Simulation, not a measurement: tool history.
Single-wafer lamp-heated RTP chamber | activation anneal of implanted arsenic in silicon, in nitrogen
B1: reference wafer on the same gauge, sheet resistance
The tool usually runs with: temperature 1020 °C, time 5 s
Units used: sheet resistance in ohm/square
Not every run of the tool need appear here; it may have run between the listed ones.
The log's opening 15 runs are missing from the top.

{"run": 16, "hour": 189.9, "temperature": 1048, "time": 6, "B1": 175.77, "sheet resistance": 149.13}
{"run": 17, "hour": 196.0, "temperature": 991, "time": 3, "B1": 175.93, "sheet resistance": 178.52}
{"run": 18, "hour": 209.4, "temperature": 1041, "time": 7, "B1": 175.85, "sheet resistance": 148.21}
{"run": 19, "hour": 222.3, "temperature": 1020, "time": 5, "B1": 175.93, "sheet resistance": 161.66}
{"run": 20, "hour": 239.2, "temperature": 1020, "time": 3, "B1": 176.24, "sheet resistance": 168.22}
{"run": 21, "hour": 246.5, "temperature": 1020, "time": 5, "B1": 175.9, "sheet resistance": 162.35}
{"run": 22, "hour": 259.2, "temperature": 1036, "time": 3, "B1": 176.2, "sheet resistance": 163.01}
{"run": 23, "hour": 276.9, "temperature": 1040, "time": 4, "B1": 176, "sheet resistance": 156.88}
{"run": 24, "hour": 283.6, "temperature": 1020, "time": 8, "B1": 175.98, "sheet resistance": 154.3}
{"hour": 286.7, "done": "gauge calibrated"}
{"run": 25, "hour": 294.7, "temperature": 1049, "time": 8, "B1": 175.91, "sheet resistance": 143.03}
{"run": 26, "hour": 332.5, "temperature": 1038, "time": 6, "B1": 175.87, "sheet resistance": 150.81}
{"hour": 359.9, "done": "reflector plate cleaned"}
{"run": 27, "hour": 366.7, "temperature": 1020, "time": 5, "B1": 175.94, "sheet resistance": 163.17}
{"run": 28, "hour": 377.8, "temperature": 1009, "time": 3, "B1": 176.14, "sheet resistance": 173.02}
{"run": 29, "hour": 386.5, "temperature": 1038, "time": 4, "B1": 175.92, "sheet resistance": 160.12}
{"run": 30, "hour": 396.0, "temperature": 1042, "time": 6, "B1": 175.98, "sheet resistance": 151.11}
{"run": 31, "hour": 425.6, "temperature": 1020, "time": 5, "B1": 176.16, "sheet resistance": 162.92}
{"run": 32, "hour": 441.7, "temperature": 998, "time": 7, "B1": 175.99, "sheet resistance": 166.51}
{"run": 33, "hour": 449.3, "temperature": 1020, "time": 5, "B1": 175.99, "sheet resistance": 163.11}
{"run": 34, "hour": 457.1, "temperature": 1005, "time": 7, "B1": 175.81, "sheet resistance": 163.8}
{"run": 35, "hour": 467.6, "temperature": 1041, "time": 5, "B1": 175.91, "sheet resistance": 154.63}
{"run": 36, "hour": 481.5, "temperature": 1020, "time": 5, "B1": 176.09, "sheet resistance": 163.05}

The next listed run, before its measurement:
{"hour": 525.9, "done": "pyrometer window cleaned and pyrometer calibrated"}
{"run": 37, "hour": 534.1, "temperature": 1048, "time": 5, "B1": "?", "sheet resistance": "?"}

{"run 37": {"B1": 175.82, "sheet resistance": 151.61}}
On a tool with no hidden condition, and with the same random variation, this run would have come out at sheet resistance 152.61 ohm/square.
